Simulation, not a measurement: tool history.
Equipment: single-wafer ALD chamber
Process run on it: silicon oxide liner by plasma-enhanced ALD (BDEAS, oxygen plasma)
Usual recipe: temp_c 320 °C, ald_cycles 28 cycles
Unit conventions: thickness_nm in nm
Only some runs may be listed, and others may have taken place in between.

run	hour	temp_c	ald_cycles	wafers since the last listed run	hours since the last thermocouple change	hours since the gauge calibration	read-back reference wafer on the same gauge, thickness_nm	thickness_nm
1	0	320	28	0	1890.4	214.4	2.87	2.434
2	45.6	316	28	534	1936	260	2.874	2.439
3	96.2	316	28	593	1986.6	310.6	2.868	2.446
4	165.1	316	28	807	2055.5	379.5	2.871	2.431
5	224	320	30	690	2114.4	438.4	2.871	2.603
6	260.5	310	28	427	2150.9	474.9	2.867	2.465
7	330.7	310	28	823	2221.1	545.1	2.871	2.461
8	392	310	28	718	2282.4	606.4	2.871	2.465
9	424.5	330	30	381	2314.9	638.9	2.868	2.575
10	459	320	24	404	2349.4	673.4	2.869	2.091
# hour 491.7: gauge calibrated
11	517	320	28	680	2407.4	25.3	2.871	2.428
# hour 561: thermocouple changed; heater temperature recalibrated
12	561.5	308	26	427	0.5	69.8	2.871	2.291
13	616.1	310	28	640	55.1	124.4	2.866	2.467
14	669.9	308	33	630	108.9	178.2	2.869	2.909
15	713	310	30	505	152	221.3	2.867	2.645
16	749	332	31	422	188	257.3	2.87	2.643

Forecast each of these 3 alternatives for the next run:
A	749.4	320	25	4	188.4	257.7	?	?
B	749.4	306	24	4	188.4	257.7	?	?
C	749.4	324	31	4	188.4	257.7	?	?

run	read-back reference wafer on the same gauge, thickness_nm	thickness_nm
A	2.869	2.171
B	2.869	2.121
C	2.869	2.679
Stripped of hidden state, with their random variation kept, the same runs would have yielded:
run	thickness_nm
A	2.171
B	2.121
C	2.679
